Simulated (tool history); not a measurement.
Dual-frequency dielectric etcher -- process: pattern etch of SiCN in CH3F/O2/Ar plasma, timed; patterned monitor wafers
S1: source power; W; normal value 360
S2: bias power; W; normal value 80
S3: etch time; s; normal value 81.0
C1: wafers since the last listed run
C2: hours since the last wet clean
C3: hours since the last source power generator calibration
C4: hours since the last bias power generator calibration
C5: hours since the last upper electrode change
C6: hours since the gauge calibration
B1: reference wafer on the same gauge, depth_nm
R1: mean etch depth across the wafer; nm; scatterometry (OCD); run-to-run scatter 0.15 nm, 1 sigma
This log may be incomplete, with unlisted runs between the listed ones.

run	hour	S1	S2	S3	C1	C2	C3	C4	C5	C6	B1	R1
1	0.0	360	80	81.0	0	115.3	3227.0	3322.4	3292.2	176.5	26.00	31.09
2	41.0	360	80	92.5	393	156.3	3268.0	3363.4	3333.2	217.5	25.98	35.38
3	75.7	380	80	81.0	333	191.0	3302.7	3398.1	3367.9	252.2	26.01	31.33
4	114.7	360	80	81.0	374	230.0	3341.7	3437.1	3406.9	291.2	26.00	30.67
5	165.8	360	80	81.0	490	281.1	3392.8	3488.2	3458.0	342.3	26.00	30.69
# hour 218.3: wet clean of the chamber
6	233.3	360	80	81.0	417	15.0	3460.3	3555.7	3525.5	409.8	26.01	30.18
7	261.1	330	80	81.0	266	42.8	3488.1	3583.5	3553.3	437.6	25.98	29.21
8	311.5	360	80	81.0	483	93.2	3538.5	3633.9	3603.7	488.0	26.00	29.65
# hour 344.2: upper electrode replaced
# hour 344.3: bias power generator calibrated
9	379.7	360	80	81.0	423	161.4	3606.7	35.4	35.5	556.2	25.98	29.76
10	431.3	360	80	81.0	495	213.0	3658.3	87.0	87.1	607.8	26.01	29.70
11	474.8	360	80	81.0	417	256.5	3701.8	130.5	130.6	651.3	25.97	29.49
12	504.6	360	80	81.0	286	286.3	3731.6	160.3	160.4	681.1	26.02	29.34
# hour 550.4: source power generator calibrated
# hour 580.9: wet clean of the chamber, repeated, since the last time left the tool worse
13	581.4	360	80	81.0	468	0.5	31.0	237.1	237.2	757.9	25.97	31.35
14	612.5	360	69	81.0	298	31.6	62.1	268.2	268.3	789.0	25.99	29.52
# hour 647.3: gauge calibrated
15	656.9	360	80	97.5	426	76.0	106.5	312.6	312.7	9.6	26.00	37.36
16	696.1	420	80	81.0	376	115.2	145.7	351.8	351.9	48.8	26.02	32.56

Forecast run 17:
17	730.6	320	74	81.0	331	149.7	180.2	386.3	386.4	83.3	?	?

Run 17 yielded B1 25.99, R1 28.98 nm.
With no hidden state in the tool, this same run would have given R1 29.29 nm.
